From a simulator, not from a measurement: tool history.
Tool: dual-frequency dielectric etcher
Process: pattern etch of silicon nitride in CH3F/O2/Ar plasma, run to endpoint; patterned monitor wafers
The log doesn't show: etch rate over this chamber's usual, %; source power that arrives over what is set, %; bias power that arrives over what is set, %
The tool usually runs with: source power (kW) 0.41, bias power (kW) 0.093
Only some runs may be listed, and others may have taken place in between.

run,hour,source power (kW),bias power (kW),wafers since the last listed run,hours since the last wet clean,hours since the last source power generator calibration,hours since the last bias power generator calibration,hours since the last upper electrode change,"incoming incoming film thickness, nm",endpoint time (s)
1,0,0.36,0.085,0,150.4,2927.9,1554.2,2174.1,27.09,40.4
2,53.7,0.41,0.093,799,204.1,2981.6,1607.9,2227.8,27.1,36.8
3,78.5,0.41,0.093,369,228.9,3006.4,1632.7,2252.6,26.85,36.5
4,129.7,0.47,0.093,762,280.1,3057.6,1683.9,2303.8,27.16,34.4
5,186.5,0.47,0.093,845,336.9,3114.4,1740.7,2360.6,26.69,33.6
6,211.2,0.41,0.093,367,361.6,3139.1,1765.4,2385.3,26.78,35.9
7,236.1,0.41,0.093,370,386.5,3164,1790.3,2410.2,27.13,36.5
# hour 275.4: source power generator calibrated
8,277.5,0.32,0.11,556,427.9,2.1,1831.7,2451.6,26.92,38.2
9,326.2,0.41,0.093,725,476.6,50.8,1880.4,2500.3,27.18,36.2
# hour 334.9: bias power generator calibrated
10,354.5,0.31,0.074,361,504.9,79.1,19.6,2528.6,27.21,44.3
# hour 382.9: upper electrode replaced
# hour 421.8: wet clean of the chamber
11,422.3,0.47,0.093,294,0.5,146.9,87.4,39.4,27.02,35.3
12,438.8,0.44,0.093,245,17,163.4,103.9,55.9,26.97,36.1
13,480.2,0.32,0.093,616,58.4,204.8,145.3,97.3,27.14,42
14,543.4,0.38,0.104,940,121.6,268,208.5,160.5,26.8,37

Here are 5 independent what-if runs from the current tool condition. What would each one return?
A,543.8,0.41,0.093,5,122,268.4,208.9,160.9,26.83,?
B,543.8,0.38,0.093,5,122,268.4,208.9,160.9,26.83,?
C,543.8,0.41,0.075,5,122,268.4,208.9,160.9,26.83,?
D,543.8,0.37,0.085,5,122,268.4,208.9,160.9,26.83,?
E,543.8,0.31,0.093,5,122,268.4,208.9,160.9,26.83,?

run,endpoint time (s)
A,36.7
B,38
C,39
D,39.5
E,41.8
Take away the tool's hidden state, keep each run's random variation, and the runs would have read:
run,endpoint time (s)
A,37.2
B,38.5
C,39.5
D,40
E,42.3
